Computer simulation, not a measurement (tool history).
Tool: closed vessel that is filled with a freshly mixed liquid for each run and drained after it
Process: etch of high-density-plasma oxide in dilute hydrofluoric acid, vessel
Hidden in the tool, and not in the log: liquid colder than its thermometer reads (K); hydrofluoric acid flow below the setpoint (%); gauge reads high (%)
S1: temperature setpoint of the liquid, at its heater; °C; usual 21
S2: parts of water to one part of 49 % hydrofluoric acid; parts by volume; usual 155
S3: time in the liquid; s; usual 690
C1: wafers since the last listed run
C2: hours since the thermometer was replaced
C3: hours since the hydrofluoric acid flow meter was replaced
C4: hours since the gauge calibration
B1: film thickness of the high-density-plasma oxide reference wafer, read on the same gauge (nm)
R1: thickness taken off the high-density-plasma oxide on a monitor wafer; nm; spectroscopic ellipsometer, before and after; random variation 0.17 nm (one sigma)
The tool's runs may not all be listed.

run	hour	S1	S2	S3	C1	C2	C3	C4	B1	R1
1	0	17.5	155	690	0	2561.2	595.6	242	39.98	16.1
2	26.3	17.5	155	690	1763	2587.5	621.9	268.3	40	16.14
3	202.8	17.5	155	690	11833	2764	798.4	444.8	40.01	16.22
4	251.1	21	155	690	3238	2812.3	846.7	493.1	39.99	18.23
5	316.4	21	155	690	4378	2877.6	912	558.4	40.01	18.61
6	362.9	21	155	690	3117	2924.1	958.5	604.9	39.97	18.44
# hour 406: hydrofluoric acid flow meter replaced
7	408	21	155	690	2956	2969.2	2	650	39.98	18.49
8	471.2	21	155	690	4237	3032.4	65.2	713.2	40	18.31
9	504.3	21	155	690	2219	3065.5	98.3	746.3	39.98	18.48
# hour 552.7: gauge calibrated
10	559.5	25	155	825	3700	3120.7	153.5	6.8	39.99	25.84
# hour 594: thermometer replaced
11	609.1	21	155	690	3258	15.1	203.1	56.4	40.01	19.79
12	676.4	21	190	505	4512	82.4	270.4	123.7	40.03	11.48
13	743.9	21	190	905	4525	149.9	337.9	191.2	39.99	20.39
14	792.4	21	155	690	3251	198.4	386.4	239.7	40.01	19.68
15	859.4	21	210	690	4491	265.4	453.4	306.7	40	13.77
16	901.5	17	220	1025	2822	307.5	495.5	348.8	40	16.55
17	962.5	21	155	375	4089	368.5	556.5	409.8	40.02	10.79
18	1006.1	21	230	440	2923	412.1	600.1	453.4	40.01	7.82
19	1045.8	21	215	805	2661	451.8	639.8	493.1	40	15.54
20	1116.1	25.5	85	840	4713	522.1	710.1	563.4	39.99	55.92

5 ways to go on from here, each from the tool as it stands after run 20. What would each give?
A	1116.9	21	130	690	53	522.9	710.9	564.2	?	?
B	1116.9	24.5	215	1075	53	522.9	710.9	564.2	?	?
C	1116.9	23	185	360	53	522.9	710.9	564.2	?	?
D	1116.9	23	155	690	53	522.9	710.9	564.2	?	?
E	1116.9	21	180	690	53	522.9	710.9	564.2	?	?

run	B1	R1
A	40	24.47
B	40	24.12
C	40	9.16
D	40	21.62
E	40	16.78
Without the tool's hidden state the same runs would have given:
run	R1
A	25.46
B	25.01
C	9.51
D	22.47
E	17.44

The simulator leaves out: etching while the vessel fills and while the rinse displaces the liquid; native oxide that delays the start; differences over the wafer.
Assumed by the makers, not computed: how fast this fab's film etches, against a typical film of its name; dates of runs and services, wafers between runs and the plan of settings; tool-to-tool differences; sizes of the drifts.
